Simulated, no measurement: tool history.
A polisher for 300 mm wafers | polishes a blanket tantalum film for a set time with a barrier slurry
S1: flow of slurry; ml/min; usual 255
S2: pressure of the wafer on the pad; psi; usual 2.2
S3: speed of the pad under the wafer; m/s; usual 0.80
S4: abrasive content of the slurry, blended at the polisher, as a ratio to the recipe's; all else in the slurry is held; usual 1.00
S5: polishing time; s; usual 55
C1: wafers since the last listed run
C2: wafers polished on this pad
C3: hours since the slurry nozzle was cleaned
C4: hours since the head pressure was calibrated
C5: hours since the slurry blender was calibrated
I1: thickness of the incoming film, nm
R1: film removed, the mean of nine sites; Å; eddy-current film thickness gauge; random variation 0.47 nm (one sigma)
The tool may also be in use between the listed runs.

Run 1, hour 0.0: usual settings; C1 0; C2 526; C3 458.0; C4 505.9; C5 88.2; I1 251.0. Result: R1 714 Å.
Run 2, hour 17.8: usual settings; C1 219; C2 745; C3 475.8; C4 523.7; C5 106.0; I1 246.2. Result: R1 714 Å.
Run 3, hour 31.4: usual settings but S5 66 s; C1 167; C2 913; C3 489.4; C4 537.3; C5 119.6; I1 246.5. Result: R1 854 Å.
Run 4, hour 40.5: usual settings but S5 66 s; C1 112; C2 1025; C3 498.5; C4 546.4; C5 128.7; I1 249.7. Result: R1 839 Å.
Run 5, hour 52.5: usual settings but S5 66 s; C1 148; C2 1173; C3 510.5; C4 558.4; C5 140.7; I1 247.4. Result: R1 819 Å.
Run 6, hour 59.3: usual settings but S4 0.85; C1 83; C2 1257; C3 517.3; C4 565.2; C5 147.5; I1 246.7. Result: R1 651 Å.
At hour 79.6: worn pad replaced by a new one.
Run 7, hour 109.1: usual settings but S4 0.75; C1 565; C2 364; C3 567.1; C4 615.0; C5 197.3; I1 252.8. Result: R1 646 Å.
Run 8, hour 118.7: usual settings but S5 44 s; C1 118; C2 482; C3 576.7; C4 624.6; C5 206.9; I1 249.1. Result: R1 583 Å.
Run 9, hour 128.0: usual settings but S5 44 s; C1 114; C2 597; C3 586.0; C4 633.9; C5 216.2; I1 247.8. Result: R1 586 Å.
Run 10, hour 145.0: usual settings but S5 44 s; C1 209; C2 807; C3 603.0; C4 650.9; C5 233.2; I1 249.0. Result: R1 576 Å.
At hour 160.3: head pressure recalibrated.
Run 11, hour 160.7: usual settings; C1 169; C2 976; C3 618.7; C4 0.4; C5 248.9; I1 248.1. Result: R1 715 Å.
At hour 164.9: slurry nozzle cleaned.
Run 12, hour 173.3: usual settings; C1 143; C2 1119; C3 8.4; C4 13.0; C5 261.5; I1 250.2. Result: R1 697 Å.
Run 13, hour 186.8: usual settings; C1 166; C2 1285; C3 21.9; C4 26.5; C5 275.0; I1 249.1. Result: R1 687 Å.
At hour 191.0: worn pad replaced by a new one.
Run 14, hour 199.7: usual settings but S1 230 ml/min, S4 1.25; C1 109; C2 106; C3 34.8; C4 39.4; C5 287.9; I1 249.2. Result: R1 785 Å.
Run 15, hour 206.6: usual settings; C1 85; C2 192; C3 41.7; C4 46.3; C5 294.8; I1 251.6. Result: R1 737 Å.
Run 16, hour 231.0: usual settings but S3 1.08 m/s; C1 301; C2 493; C3 66.1; C4 70.7; C5 319.2; I1 254.6. Result: R1 963 Å.
At hour 239.4: slurry blender recalibrated.
Run 17, hour 242.9: usual settings but S2 2.9 psi, S3 1.00 m/s; C1 122; C2 615; C3 78.0; C4 82.6; C5 3.5; I1 248.1. Result: R1 1172 Å.
Run 18, hour 253.1: usual settings but S1 290 ml/min, S2 1.8 psi, S3 0.54 m/s, S5 37 s; C1 125; C2 741; C3 88.2; C4 92.8; C5 13.7; I1 247.8. Result: R1 277 Å.
Run 19, hour 267.7: usual settings but S1 320 ml/min, S2 1.9 psi, S4 0.75; C1 180; C2 921; C3 102.8; C4 107.4; C5 28.3; I1 253.2. Result: R1 549 Å.
Run 20, hour 275.2: usual settings but S2 2.8 psi; C1 92; C2 1013; C3 110.3; C4 114.9; C5 35.8; I1 249.9. Result: R1 885 Å.
Run 21, hour 285.4: usual settings but S4 0.85; C1 125; C2 1139; C3 120.5; C4 125.1; C5 46.0; I1 248.2. Result: R1 647 Å.
At hour 294.8: worn pad replaced by a new one.
Run 22, hour 298.4: usual settings but S1 290 ml/min; C1 111; C2 44; C3 133.5; C4 138.1; C5 59.0; I1 250.9. Result: R1 750 Å.
Run 23, hour 311.2: usual settings; C1 157; C2 202; C3 146.3; C4 150.9; C5 71.8; I1 249.6. Result: R1 735 Å.
Run 24, hour 318.5: usual settings but S1 225 ml/min; C1 90; C2 292; C3 153.6; C4 158.2; C5 79.1; I1 252.4. Result: R1 717 Å.
Run 25, hour 325.7: usual settings; C1 88; C2 381; C3 160.8; C4 165.4; C5 86.3; I1 249.4. Result: R1 733 Å.
Run 26, hour 332.7: usual settings but S2 2.9 psi, S3 1.06 m/s; C1 86; C2 467; C3 167.8; C4 172.4; C5 93.3; I1 247.7. Result: R1 1257 Å.

Forecast each of these 4 alternatives for the next run:
Run A, hour 333.1: usual settings but S3 1.04 m/s; C1 4; C2 472; C3 168.2; C4 172.8; C5 93.7; I1 248.3. Result: R1 ?.
Run B, hour 333.1: usual settings but S2 2.4 psi, S3 0.60 m/s, S4 1.20, S5 46 s; C1 4; C2 472; C3 168.2; C4 172.8; C5 93.7; I1 248.3. Result: R1 ?.
Run C, hour 333.1: usual settings but S3 0.92 m/s, S4 1.10; C1 4; C2 472; C3 168.2; C4 172.8; C5 93.7; I1 248.3. Result: R1 ?.
Run D, hour 333.1: usual settings but S1 305 ml/min; C1 4; C2 472; C3 168.2; C4 172.8; C5 93.7; I1 248.3. Result: R1 ?.

run   R1
  A  930
  B  533
  C  854
  D  736
Without the tool's hidden state the same runs would have given:
run   R1
  A  941
  B  539
  C  864
  D  745

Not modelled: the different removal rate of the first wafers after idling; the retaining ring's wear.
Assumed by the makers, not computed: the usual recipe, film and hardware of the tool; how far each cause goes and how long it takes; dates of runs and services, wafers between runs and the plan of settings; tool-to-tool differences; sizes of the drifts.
